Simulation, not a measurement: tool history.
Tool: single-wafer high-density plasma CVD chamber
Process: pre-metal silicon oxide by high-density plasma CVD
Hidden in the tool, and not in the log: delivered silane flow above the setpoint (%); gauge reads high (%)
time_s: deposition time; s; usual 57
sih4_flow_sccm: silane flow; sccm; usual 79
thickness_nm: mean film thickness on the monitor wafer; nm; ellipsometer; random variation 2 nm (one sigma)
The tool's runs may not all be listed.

run	hour	time_s	sih4_flow_sccm	wafers since the last listed run	hours since the silane flow controller was replaced	hours since the gauge calibration	read-back reference wafer on the same gauge, thickness_nm	thickness_nm
1	0	57	72	0	3097.7	251.6	394.174	392.485
2	59.8	57	69	958	3157.5	311.4	394.01	375.797
3	126.2	57	69	1063	3223.9	377.8	394.324	375.374
4	152.9	57	69	427	3250.6	404.5	394.207	376.843
5	204.1	57	67	820	3301.8	455.7	393.806	367.113
6	262.8	57	79	940	3360.5	514.4	394.117	422.655
7	298.5	57	70	571	3396.2	550.1	393.589	380.154
8	463.8	57	70	2648	3561.5	715.4	394.054	381.74
9	519.9	57	70	898	3617.6	771.5	393.629	381.597
10	570.3	57	79	807	3668	821.9	394.128	420.096
11	620.8	57	79	809	3718.5	872.4	394.399	423.698
# hour 671.8: gauge calibrated
12	772.8	57	79	2435	3870.5	101	394.37	423.326
# hour 868.2: silane flow controller replaced
13	900.8	57	79	1922	32.6	229	394.298	449.757
14	967.5	57	85	1068	99.3	295.7	394.141	478.261
15	1003.1	57	94	570	134.9	331.3	394.177	524.097
16	1061	47.9	79	927	192.8	389.2	393.789	376.448
17	1098.5	57	74	600	230.3	426.7	393.766	420.097
18	1159.2	50.2	85	972	291	487.4	394.016	420.726
19	1201.2	49	85	672	333	529.4	393.853	408.445
20	1253.6	57	79	839	385.4	581.8	393.871	446.841
21	1305	57	85	823	436.8	633.2	394.185	473.257
22	1334.9	57	79	479	466.7	663.1	393.899	442.832
23	1399.7	52.8	79	1038	531.5	727.9	393.856	417.065
24	1428	67.5	87	453	559.8	756.2	393.939	573.213
# hour 1475.3: gauge calibrated
25	1498.6	63.4	79	1131	630.4	23.3	393.944	492.982

Forecast run 26:
26	1569.7	57	79	1139	701.5	94.4	?	?

Run 26 gave read-back reference wafer on the same gauge, thickness_nm 393.989, thickness_nm 445.619 nm.
Without the tool's hidden state the same run would have given thickness_nm 447.348 nm.

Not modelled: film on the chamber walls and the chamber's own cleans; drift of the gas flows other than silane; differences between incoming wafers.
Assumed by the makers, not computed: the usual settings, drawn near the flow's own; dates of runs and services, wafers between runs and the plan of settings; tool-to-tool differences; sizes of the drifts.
